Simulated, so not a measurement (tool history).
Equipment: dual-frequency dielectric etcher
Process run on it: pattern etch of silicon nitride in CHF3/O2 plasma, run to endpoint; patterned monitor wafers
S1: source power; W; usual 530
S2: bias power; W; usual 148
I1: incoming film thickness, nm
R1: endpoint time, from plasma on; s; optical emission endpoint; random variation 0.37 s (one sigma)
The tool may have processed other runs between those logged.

run 1 hour=0 | S1=440 S2=148 | I1=60.1 | R1=49.2
run 2 hour=14.7 | S1=440 S2=148 | I1=60.7 | R1=49.4
run 3 hour=65.6 | S1=440 S2=148 | I1=59.6 | R1=48.5
run 4 hour=80.5 | S1=500 S2=148 | I1=60 | R1=46.6
run 5 hour=102.9 | S1=500 S2=148 | I1=60.8 | R1=47.6
run 6 hour=133.2 | S1=500 S2=148 | I1=60.6 | R1=47.1
run 7 hour=157 | S1=530 S2=148 | I1=60.3 | R1=45.8
run 8 hour=169.1 | S1=530 S2=148 | I1=60.2 | R1=45.8
run 9 hour=204.9 | S1=530 S2=148 | I1=60.7 | R1=46.5
-- hour=261.5 wet clean of the chamber
run 10 hour=262 | S1=530 S2=148 | I1=60.2 | R1=46.9
run 11 hour=274.3 | S1=530 S2=148 | I1=60 | R1=47.2
-- hour=280.8 bias power generator calibrated
run 12 hour=304.5 | S1=530 S2=148 | I1=59.7 | R1=47.6
run 13 hour=316.5 | S1=570 S2=148 | I1=61.3 | R1=47.8
-- hour=357.4 wet clean of the chamber, repeated, since the last time left the tool worse
run 14 hour=357.9 | S1=590 S2=138 | I1=60.1 | R1=42.6
run 15 hour=368.5 | S1=600 S2=178 | I1=60.1 | R1=40.9
run 16 hour=384.5 | S1=530 S2=180 | I1=60.2 | R1=42.6
run 17 hour=407.3 | S1=530 S2=178 | I1=59.9 | R1=43
-- hour=437.2 upper electrode replaced
-- hour=441.3 source power generator calibrated
run 18 hour=441.8 | S1=430 S2=115 | I1=60.3 | R1=50.3
run 19 hour=451.1 | S1=570 S2=117 | I1=60.5 | R1=45.6
run 20 hour=483.4 | S1=620 S2=160 | I1=60.7 | R1=41.7
run 21 hour=512.3 | S1=530 S2=148 | I1=60.8 | R1=45.5
run 22 hour=525.3 | S1=500 S2=179 | I1=60.6 | R1=44.7
run 23 hour=553.6 | S1=530 S2=148 | I1=60 | R1=44.2
run 24 hour=566.5 | S1=530 S2=124 | I1=60.4 | R1=46.3
run 25 hour=587.8 | S1=440 S2=178 | I1=59.9 | R1=45.9
run 26 hour=622.5 | S1=420 S2=118 | I1=60.2 | R1=51.7

Subtracting, for every run, the result it would have given without the tool's unlogged condition from the measured result gives the following. The same run-to-run variation enters both numbers; the gauge's scatter may not:
The hidden state here: etch rate over this chamber's usual, %; source power that arrives over what is set, %; bias power that arrives over what is set, %.
run=1 R1=+1.1
run=2 R1=+1.2
run=3 R1=+1.3
run=4 R1=+1.3
run=5 R1=+1.3
run=6 R1=+1.4
run=7 R1=+1.4
run=8 R1=+1.5
run=9 R1=+1.6
run=10 R1=+3
run=11 R1=+3.1
run=12 R1=+3.2
run=13 R1=+3.2
run=14 R1=-0.2
run=15 R1=-0.1
run=16 R1=-0.2
run=17 R1=-0.1
run=18 R1=+0
run=19 R1=+0
run=20 R1=+0.1
run=21 R1=+0.1
run=22 R1=+0.2
run=23 R1=+0.3
run=24 R1=+0.3
run=25 R1=+0.4
run=26 R1=+0.5

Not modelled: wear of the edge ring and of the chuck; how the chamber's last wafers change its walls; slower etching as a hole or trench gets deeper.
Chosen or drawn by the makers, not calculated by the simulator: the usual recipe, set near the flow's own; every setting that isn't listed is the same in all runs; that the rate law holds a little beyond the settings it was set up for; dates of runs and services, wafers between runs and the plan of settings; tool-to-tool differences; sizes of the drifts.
